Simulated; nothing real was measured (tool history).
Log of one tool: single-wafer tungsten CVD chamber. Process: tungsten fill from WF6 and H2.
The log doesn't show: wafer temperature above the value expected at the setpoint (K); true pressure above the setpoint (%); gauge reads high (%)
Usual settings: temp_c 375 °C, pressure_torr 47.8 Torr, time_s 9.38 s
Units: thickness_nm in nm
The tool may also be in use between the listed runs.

run,hour,temp_c,pressure_torr,time_s,wafers since the last listed run,hours since the last thermocouple change,hours since the last manometer calibration,hours since the showerhead was replaced,hours since the gauge calibration,"read-back reference wafer on the same gauge, thickness_nm",thickness_nm
1,0.0,375,51.9,9.38,0,647.2,1348.4,5562.8,354.4,22.101,20.383
2,16.3,375,47.8,8.97,713,663.5,1364.7,5579.1,370.7,22.117,18.683
3,23.5,375,47.8,8.97,315,670.7,1371.9,5586.3,377.9,22.098,18.672
4,33.2,365,47.8,8.07,424,680.4,1381.6,5596.0,387.6,22.113,13.491
5,39.9,365,47.8,8.07,293,687.1,1388.3,5602.7,394.3,22.100,13.551
6,57.4,375,47.8,9.38,765,704.6,1405.8,5620.2,411.8,22.088,19.466
7,71.5,375,47.8,9.38,616,718.7,1419.9,5634.3,425.9,22.104,19.554
8,85.4,375,47.8,9.38,608,732.6,1433.8,5648.2,439.8,22.095,19.532
9,97.4,375,47.8,9.38,525,744.6,1445.8,5660.2,451.8,22.103,19.563
10,110.5,375,47.8,9.38,573,757.7,1458.9,5673.3,464.9,22.115,19.538
11,117.6,375,47.8,9.38,310,764.8,1466.0,5680.4,472.0,22.113,19.529
12,133.1,375,47.8,9.38,678,780.3,1481.5,5695.9,487.5,22.098,19.465
# hour 141.7: gauge calibrated
13,146.6,386,47.8,9.38,590,793.8,1495.0,5709.4,4.9,22.120,24.468
14,160.5,375,47.8,9.38,608,807.7,1508.9,5723.3,18.8,22.104,19.503
15,175.0,375,47.8,9.38,634,822.2,1523.4,5737.8,33.3,22.105,19.423
16,182.2,365,47.8,8.07,315,829.4,1530.6,5745.0,40.5,22.112,13.562
17,213.1,371,51.0,8.19,1351,860.3,1561.5,5775.9,71.4,22.113,16.143
18,220.4,375,47.8,10.98,319,867.6,1568.8,5783.2,78.7,22.102,22.791
19,232.2,385,55.9,11.24,516,879.4,1580.6,5795.0,90.5,22.092,31.123
20,247.3,375,47.8,9.38,660,894.5,1595.7,5810.1,105.6,22.100,19.485
# hour 262.5: capacitance manometer re-zeroed and calibrated
21,263.0,364,47.8,10.81,336,910.2,0.5,5825.8,121.3,22.098,18.300
22,269.5,365,47.8,7.67,284,916.7,7.0,5832.3,127.8,22.097,13.211
23,282.8,375,47.8,9.38,581,930.0,20.3,5845.6,141.1,22.099,20.112
# hour 298.1: thermocouple changed; heater temperature recalibrated
24,298.6,375,47.8,9.38,341,0.5,36.1,5861.4,156.9,22.092,19.124
# hour 317.0: showerhead replaced
25,317.5,369,51.7,10.98,476,19.4,55.0,0.5,175.8,22.126,20.672
26,323.4,382,55.3,7.62,258,25.3,60.9,6.4,181.7,22.106,19.491
27,331.8,375,47.8,11.21,367,33.7,69.3,14.8,190.1,22.096,23.134
28,349.7,375,44.1,9.85,783,51.6,87.2,32.7,208.0,22.088,19.541
29,356.1,375,47.8,9.38,280,58.0,93.6,39.1,214.4,22.085,19.334
30,376.3,375,47.8,7.71,883,78.2,113.8,59.3,234.6,22.097,15.936
31,389.6,380,37.7,9.38,581,91.5,127.1,72.6,247.9,22.100,18.994
32,403.8,375,47.8,9.38,621,105.7,141.3,86.8,262.1,22.107,19.385
33,415.6,365,57.3,8.33,516,117.5,153.1,98.6,273.9,22.101,15.225
34,426.3,375,52.4,10.24,468,128.2,163.8,109.3,284.6,22.108,22.109

The same runs without the tool's hidden state, with the same run-to-run variation:
run,thickness_nm
1,20.195
2,18.517
3,18.506
4,13.351
5,13.410
6,19.296
7,19.384
8,19.364
9,19.396
10,19.373
11,19.365
12,19.304
13,24.309
14,19.346
15,19.269
16,13.433
17,16.013
18,22.621
19,30.920
20,19.345
21,17.567
22,12.684
23,19.346
24,19.225
25,20.749
26,19.549
27,23.189
28,19.561
29,19.344
30,15.921
31,18.961
32,19.331
33,15.168
34,22.016
